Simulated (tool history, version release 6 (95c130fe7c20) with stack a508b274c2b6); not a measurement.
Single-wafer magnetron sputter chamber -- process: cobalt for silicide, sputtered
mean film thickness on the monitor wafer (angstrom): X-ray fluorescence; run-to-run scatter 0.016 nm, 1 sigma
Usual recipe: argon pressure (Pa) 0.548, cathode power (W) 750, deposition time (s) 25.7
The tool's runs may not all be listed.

run	hour	argon pressure (Pa)	cathode power (W)	deposition time (s)	read-back reference wafer on the same gauge, thickness_nm	mean film thickness on the monitor wafer (angstrom)
1	0.0	0.548	750	25.7	10.103	107.51
2	12.6	0.548	750	25.7	10.102	107.43
3	19.1	0.548	750	25.7	10.098	107.38
4	26.5	0.548	750	25.7	10.099	107.59
5	33.7	0.548	750	25.7	10.098	107.28
6	41.7	0.548	750	25.7	10.096	107.11
7	58.1	0.548	750	25.7	10.100	107.41
8	70.5	0.548	600	25.7	10.099	88.56
9	86.2	0.548	600	25.7	10.096	88.51
# hour 108.2: sputter target and shields replaced
10	108.7	0.548	600	25.7	10.100	89.45
11	120.3	0.605	750	25.7	10.097	105.99
12	134.8	0.605	750	25.7	10.101	106.12
13	148.5	0.413	750	25.7	10.101	112.73
# hour 158.2: capacitance manometer re-zeroed and calibrated
14	164.8	0.413	750	25.7	10.103	112.99
15	176.9	0.421	800	30.8	10.101	142.44
16	185.9	0.421	800	30.8	10.096	142.53
17	199.1	0.548	750	25.7	10.095	107.90
# hour 199.2: gauge calibrated
18	205.7	0.548	750	25.7	10.097	107.74
19	221.5	0.548	850	28.4	10.101	132.79

Expected results for the next run?
# hour 234.1: magnet pack replaced
20	234.6	0.411	750	25.7	?	?

{"run 20": {"read-back reference wafer on the same gauge, thickness_nm": 10.1, "mean film thickness on the monitor wafer (angstrom)": 112.47}}
On a tool with no hidden condition, and with the same random variation, this run would have come out at mean film thickness on the monitor wafer (angstrom) 112.93.
